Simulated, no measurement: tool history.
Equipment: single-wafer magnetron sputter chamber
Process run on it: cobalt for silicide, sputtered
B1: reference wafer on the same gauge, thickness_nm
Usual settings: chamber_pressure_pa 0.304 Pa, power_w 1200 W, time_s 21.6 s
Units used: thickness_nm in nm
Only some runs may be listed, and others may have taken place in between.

{"run": 1, "day": 0.0, "chamber_pressure_pa": 0.304, "power_w": 950, "time_s": 21.6, "B1": 13.282, "thickness_nm": 10.973}
{"run": 2, "day": 0.862, "chamber_pressure_pa": 0.304, "power_w": 1200, "time_s": 24.2, "B1": 13.277, "thickness_nm": 15.09}
{"run": 3, "day": 2.021, "chamber_pressure_pa": 0.304, "power_w": 1200, "time_s": 21.6, "B1": 13.302, "thickness_nm": 13.502}
{"day": 4.171, "done": "sputter target and shields replaced"}
{"run": 4, "day": 6.488, "chamber_pressure_pa": 0.304, "power_w": 1200, "time_s": 21.6, "B1": 13.301, "thickness_nm": 13.412}
{"run": 5, "day": 7.633, "chamber_pressure_pa": 0.33, "power_w": 1200, "time_s": 23.5, "B1": 13.301, "thickness_nm": 14.499}
{"run": 6, "day": 11.158, "chamber_pressure_pa": 0.33, "power_w": 1200, "time_s": 23.5, "B1": 13.301, "thickness_nm": 14.467}
{"run": 7, "day": 12.421, "chamber_pressure_pa": 0.304, "power_w": 1200, "time_s": 21.6, "B1": 13.313, "thickness_nm": 13.468}
{"run": 8, "day": 13.542, "chamber_pressure_pa": 0.304, "power_w": 1200, "time_s": 21.6, "B1": 13.298, "thickness_nm": 13.503}
{"day": 14.612, "done": "sputter target and shields replaced"}
{"run": 9, "day": 17.392, "chamber_pressure_pa": 0.304, "power_w": 1200, "time_s": 21.6, "B1": 13.32, "thickness_nm": 13.496}
{"run": 10, "day": 18.192, "chamber_pressure_pa": 0.304, "power_w": 1400, "time_s": 22.7, "B1": 13.309, "thickness_nm": 16.343}
{"run": 11, "day": 19.092, "chamber_pressure_pa": 0.304, "power_w": 1400, "time_s": 22.7, "B1": 13.291, "thickness_nm": 16.278}
{"run": 12, "day": 19.821, "chamber_pressure_pa": 0.304, "power_w": 1400, "time_s": 22.7, "B1": 13.329, "thickness_nm": 16.25}
{"run": 13, "day": 21.108, "chamber_pressure_pa": 0.304, "power_w": 1200, "time_s": 21.6, "B1": 13.291, "thickness_nm": 13.417}
{"run": 14, "day": 21.808, "chamber_pressure_pa": 0.257, "power_w": 1450, "time_s": 18.3, "B1": 13.306, "thickness_nm": 13.743}
{"day": 22.979, "done": "capacitance manometer re-zeroed and calibrated"}
{"run": 15, "day": 23.062, "chamber_pressure_pa": 0.304, "power_w": 1200, "time_s": 20.6, "B1": 13.297, "thickness_nm": 12.839}
{"run": 16, "day": 24.283, "chamber_pressure_pa": 0.417, "power_w": 1100, "time_s": 23.1, "B1": 13.295, "thickness_nm": 12.708}
{"day": 25.375, "done": "sputter target and shields replaced"}
{"run": 17, "day": 25.396, "chamber_pressure_pa": 0.304, "power_w": 1200, "time_s": 21.6, "B1": 13.291, "thickness_nm": 13.441}
{"day": 26.938, "done": "magnet pack replaced"}
{"day": 28.325, "done": "gauge calibrated"}
{"run": 18, "day": 28.654, "chamber_pressure_pa": 0.269, "power_w": 1000, "time_s": 21.6, "B1": 13.296, "thickness_nm": 11.625}
{"run": 19, "day": 29.338, "chamber_pressure_pa": 0.304, "power_w": 1200, "time_s": 24.2, "B1": 13.294, "thickness_nm": 15.041}
{"run": 20, "day": 30.529, "chamber_pressure_pa": 0.208, "power_w": 1300, "time_s": 18.3, "B1": 13.291, "thickness_nm": 12.726}
{"run": 21, "day": 31.325, "chamber_pressure_pa": 0.255, "power_w": 1200, "time_s": 24.4, "B1": 13.303, "thickness_nm": 15.548}
{"run": 22, "day": 31.971, "chamber_pressure_pa": 0.228, "power_w": 1400, "time_s": 25.6, "B1": 13.308, "thickness_nm": 18.687}
{"run": 23, "day": 33.396, "chamber_pressure_pa": 0.207, "power_w": 1200, "time_s": 24.9, "B1": 13.334, "thickness_nm": 15.979}
{"run": 24, "day": 33.967, "chamber_pressure_pa": 0.351, "power_w": 1200, "time_s": 17.6, "B1": 13.306, "thickness_nm": 10.767}
{"run": 25, "day": 34.475, "chamber_pressure_pa": 0.304, "power_w": 1050, "time_s": 21.6, "B1": 13.293, "thickness_nm": 12.002}
{"run": 26, "day": 35.062, "chamber_pressure_pa": 0.304, "power_w": 1200, "time_s": 21.6, "B1": 13.334, "thickness_nm": 13.477}
{"day": 36.046, "done": "sputter target and shields replaced"}
{"run": 27, "day": 36.067, "chamber_pressure_pa": 0.304, "power_w": 1200, "time_s": 21.6, "B1": 13.298, "thickness_nm": 13.49}
{"run": 28, "day": 36.6, "chamber_pressure_pa": 0.304, "power_w": 1200, "time_s": 21.6, "B1": 13.301, "thickness_nm": 13.472}
{"run": 29, "day": 38.062, "chamber_pressure_pa": 0.304, "power_w": 1200, "time_s": 21.6, "B1": 13.315, "thickness_nm": 13.465}
{"run": 30, "day": 38.746, "chamber_pressure_pa": 0.407, "power_w": 1200, "time_s": 19.9, "B1": 13.314, "thickness_nm": 11.959}
{"run": 31, "day": 39.654, "chamber_pressure_pa": 0.193, "power_w": 1400, "time_s": 18.4, "B1": 13.295, "thickness_nm": 13.707}
{"run": 32, "day": 40.729, "chamber_pressure_pa": 0.414, "power_w": 1050, "time_s": 17.5, "B1": 13.294, "thickness_nm": 9.38}
{"run": 33, "day": 41.271, "chamber_pressure_pa": 0.424, "power_w": 1200, "time_s": 19.1, "B1": 13.327, "thickness_nm": 11.45}
{"run": 34, "day": 42.025, "chamber_pressure_pa": 0.304, "power_w": 1200, "time_s": 21.6, "B1": 13.293, "thickness_nm": 13.456}
{"run": 35, "day": 43.271, "chamber_pressure_pa": 0.304, "power_w": 950, "time_s": 20, "B1": 13.295, "thickness_nm": 10.136}
{"run": 36, "day": 44.442, "chamber_pressure_pa": 0.304, "power_w": 1200, "time_s": 21.6, "B1": 13.29, "thickness_nm": 13.422}

Alternative continuations, all from the tool just after run 36; predict every row:
{"run": "A", "day": 44.458, "chamber_pressure_pa": 0.304, "power_w": 1200, "time_s": 21.6, "B1": "?", "thickness_nm": "?"}
{"run": "B", "day": 44.458, "chamber_pressure_pa": 0.387, "power_w": 1200, "time_s": 21.6, "B1": "?", "thickness_nm": "?"}
{"run": "C", "day": 44.458, "chamber_pressure_pa": 0.204, "power_w": 1200, "time_s": 21.6, "B1": "?", "thickness_nm": "?"}

run=A B1=13.297 thickness_nm=13.466
run=B B1=13.297 thickness_nm=13.091
run=C B1=13.297 thickness_nm=13.936
Without the tool's unlogged condition, the same runs would have read:
run=A thickness_nm=13.466
run=B thickness_nm=13.091
run=C thickness_nm=13.936

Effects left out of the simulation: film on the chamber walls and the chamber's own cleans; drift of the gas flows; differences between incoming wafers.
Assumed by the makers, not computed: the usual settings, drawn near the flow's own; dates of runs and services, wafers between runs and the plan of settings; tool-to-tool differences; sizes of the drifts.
